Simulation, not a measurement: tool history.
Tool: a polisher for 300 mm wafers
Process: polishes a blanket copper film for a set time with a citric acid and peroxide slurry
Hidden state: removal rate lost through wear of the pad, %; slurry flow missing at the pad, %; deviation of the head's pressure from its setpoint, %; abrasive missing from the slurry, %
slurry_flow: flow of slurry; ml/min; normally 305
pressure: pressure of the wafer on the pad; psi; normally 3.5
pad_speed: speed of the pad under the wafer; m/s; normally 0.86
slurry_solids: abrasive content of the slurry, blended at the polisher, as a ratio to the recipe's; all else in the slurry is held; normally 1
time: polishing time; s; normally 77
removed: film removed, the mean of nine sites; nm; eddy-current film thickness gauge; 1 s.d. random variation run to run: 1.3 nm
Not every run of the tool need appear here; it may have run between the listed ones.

run	hour	slurry_flow	pressure	pad_speed	slurry_solids	time	wafers since the last listed run	wafers polished on this pad	hours since the slurry nozzle was cleaned	hours since the head pressure was calibrated	hours since the slurry blender was calibrated	incoming thickness of the incoming film, nm	removed
1	0	305	3.2	0.94	1	77	0	3690	245.2	391.6	227.2	1119.9	196.3
# hour 64: worn pad replaced by a new one
2	65.2	305	3.2	0.94	1	77	653	13	310.4	456.8	292.4	1123.6	195.4
3	132.1	305	3.5	0.86	1	77	714	727	377.3	523.7	359.3	1127.2	184.5
# hour 180.7: slurry blender recalibrated
4	182.4	305	3.5	0.86	1	77	516	1243	427.6	574	1.7	1117.7	198.3
5	207.3	305	3.5	0.86	1	77	266	1509	452.5	598.9	26.6	1107.9	197.5
6	277.5	305	3.5	0.86	0.8	77	749	2259	522.7	669.1	96.8	1110.9	178.8
7	327.9	305	3.5	0.86	0.8	77	538	2798	573.1	719.5	147.2	1123.7	176.2
# hour 356: slurry nozzle cleaned
# hour 362.1: head pressure recalibrated
8	386.1	305	3.5	0.86	1	77	589	3388	30.1	24	205.4	1102.3	188.9
9	430.6	305	3.5	0.86	1	77	475	3863	74.6	68.5	249.9	1124.6	190
# hour 456.1: worn pad replaced by a new one
10	476.3	305	3.5	0.86	1	77	445	215	120.3	114.2	295.6	1129.9	186
11	597.1	305	3.5	0.86	1	77	1290	1506	241.1	235	416.4	1105.2	180.9
# hour 603.2: slurry blender recalibrated
12	648.8	305	3.5	0.86	1	77	530	2037	292.8	286.7	45.6	1136.1	197.7
13	674.6	305	3.5	0.86	1	77	275	2312	318.6	312.5	71.4	1102.1	199.4
14	794.8	305	3.5	1.04	1	77	1284	3597	438.8	432.7	191.6	1124.9	232.3
# hour 805.9: worn pad replaced by a new one
15	820.6	305	3.5	0.86	1	97	232	156	464.6	458.5	217.4	1114.6	237.9
16	870	305	3.5	0.86	1	77	527	684	514	507.9	266.8	1131.7	190.8
17	927.3	305	3.5	0.86	0.8	77	612	1296	571.3	565.2	324.1	1096.7	173.8
# hour 964.7: slurry nozzle cleaned
# hour 972: slurry blender recalibrated
18	984.9	305	3.2	0.94	1	77	583	1879	20.2	622.8	12.9	1123.4	205.8
19	1045.6	305	4.2	0.72	1	77	648	2528	80.9	683.5	73.6	1134.7	184.2
20	1074.2	225	3.5	1.02	1	77	305	2834	109.5	712.1	102.2	1137.8	225.9
21	1118.8	200	3.5	1.12	0.75	77	476	3310	154.1	756.7	146.8	1108.6	211.1
22	1145	375	4.2	0.74	1	97	279	3590	180.3	782.9	173	1138.7	240.1
# hour 1221.5: head pressure recalibrated
# hour 1258.4: worn pad replaced by a new one
23	1295.1	305	3.5	0.86	1	77	1539	392	330.4	73.6	323.1	1118.6	188.1
24	1328.4	270	3.5	0.68	1	77	355	748	363.7	106.9	356.4	1143.4	146.3
25	1368.3	305	3.5	0.86	1.1	58	426	1174	403.6	146.8	396.3	1109.5	144.9
# hour 1373.4: slurry blender recalibrated
26	1439.5	245	3.5	0.86	1	77	739	1913	474.8	218	66.1	1120.8	194.1
27	1482.1	305	3.5	0.86	1	77	455	2368	517.4	260.6	108.7	1104.2	195.2
28	1536.8	400	3.5	0.86	1	77	584	2953	572.1	315.3	163.4	1104.4	196.6
# hour 1606.5: worn pad replaced by a new one
# hour 1621.7: slurry nozzle cleaned
29	1710.1	305	3.5	0.86	1.15	77	1798	1096	88.4	488.6	336.7	1126.7	194.3
30	1750.3	305	4.6	0.86	1.1	64	429	1525	128.6	528.8	376.9	1120.7	186.4
31	1779.5	305	3.5	0.86	1	77	311	1837	157.8	558	406.1	1124.3	183.8

Predict each of these 3 candidate next runs independently; none follows another, all start after run 31:
A	1779.9	305	3.5	0.86	1	77	4	1841	158.2	558.4	406.5	1127.5	?
B	1779.9	390	2.5	0.96	1	93	4	1841	158.2	558.4	406.5	1127.5	?
C	1779.9	380	3.5	0.86	1	77	4	1841	158.2	558.4	406.5	1127.5	?

run	removed
A	185.9
B	212.4
C	189.4
Stripped of hidden state, with their random variation kept, the same runs would have yielded:
run	removed
A	202.3
B	231.2
C	206.2
